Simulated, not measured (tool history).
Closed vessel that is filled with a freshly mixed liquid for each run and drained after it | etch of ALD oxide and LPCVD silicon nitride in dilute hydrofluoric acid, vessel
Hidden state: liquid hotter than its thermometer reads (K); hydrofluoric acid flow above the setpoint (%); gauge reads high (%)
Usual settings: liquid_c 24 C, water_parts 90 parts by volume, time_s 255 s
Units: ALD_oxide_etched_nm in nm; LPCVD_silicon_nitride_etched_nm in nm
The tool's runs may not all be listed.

run	hour	liquid_c	water_parts	time_s	wafers since the last listed run	hours since the thermometer was replaced	hours since the hydrofluoric acid flow meter was replaced	hours since the gauge calibration	read-back film thickness of the ALD oxide reference wafer, read on the same gauge (nm)	read-back film thickness of the LPCVD silicon nitride reference wafer, read on the same gauge (nm)	ALD_oxide_etched_nm	LPCVD_silicon_nitride_etched_nm
1	0	24	90	185	0	1198.8	1584.8	398.1	59.99	40.021	25.39	1.067
2	14.4	24	90	185	1413	1213.2	1599.2	412.5	60.04	39.992	24.9	1.069
3	32.1	24	90	255	1737	1230.9	1616.9	430.2	60.04	39.992	34.93	1.534
4	43.1	28	70	330	1079	1241.9	1627.9	441.2	60.03	39.975	69.82	3.348
5	53.5	24	90	255	1020	1252.3	1638.3	451.6	60.03	40.055	34.87	1.531
6	65.7	24	90	255	1197	1264.5	1650.5	463.8	59.96	39.981	35.17	1.587
# hour 67.4: gauge calibrated
7	80.8	24	90	255	1482	1279.6	1665.6	13.4	60.03	40.008	35.05	1.515
8	96.9	22.5	45	215	1580	1295.7	1681.7	29.5	60	39.972	57.93	2.289
# hour 128.1: hydrofluoric acid flow meter replaced
9	143.7	24	90	150	4495	1342.5	15.6	76.3	59.98	39.963	18.39	0.808
10	161.6	24	135	150	1757	1360.4	33.5	94.2	60	40.04	11.75	0.542
11	179.3	24	130	315	1737	1378.1	51.2	111.9	60.02	40.024	25.51	1.205
12	188.8	24	50	255	932	1387.6	60.7	121.4	60	39.98	59.53	2.398
13	205.2	19.5	45	305	1609	1404	77.1	137.8	60.01	39.943	65.83	2.426
14	218.7	28.5	50	255	1325	1417.5	90.6	151.3	59.98	39.996	71.66	3.287
15	226	26	65	150	716	1424.8	97.9	158.6	60.01	39.975	28.96	1.265
16	235	24	90	255	883	1433.8	106.9	167.6	59.99	40.006	31.59	1.38
# hour 263.5: thermometer replaced
17	286.6	24	90	255	4966	23.1	158.5	219.2	60.01	39.977	31.79	1.399
18	303.1	28.5	90	255	1619	39.6	175	235.7	60	40.039	37.96	1.874
19	318.5	26.5	120	325	1511	55	190.4	251.1	60.01	39.999	32.22	1.536
20	332.1	27	90	125	1334	68.6	204	264.7	59.99	39.969	17.61	0.824
21	347	20.5	90	255	1462	83.5	218.9	279.6	60.04	40.006	27.54	1.092
22	354.1	24	125	255	696	90.6	226	286.7	60.01	39.999	22.06	0.966
23	370.4	19	90	215	1599	106.9	242.3	303	60	40.014	21.7	0.842
24	387.9	19.5	110	255	1717	124.4	259.8	320.5	60.01	40.008	21.18	0.856
25	396.8	24	90	255	873	133.3	268.7	329.4	59.97	39.998	31.71	1.421

The next listed run, before its measurement:
26	407.6	24	60	385	1060	144.1	279.5	340.2	?	?	?	?

{"run 26": {"read-back film thickness of the ALD oxide reference wafer, read on the same gauge (nm)": 60, "read-back film thickness of the LPCVD silicon nitride reference wafer, read on the same gauge (nm)": 39.97, "ALD_oxide_etched_nm": 74.54, "LPCVD_silicon_nitride_etched_nm": 3.146}}
Without the tool's hidden state the same run would have given ALD_oxide_etched_nm 72.22 nm, LPCVD_silicon_nitride_etched_nm 3.057 nm.
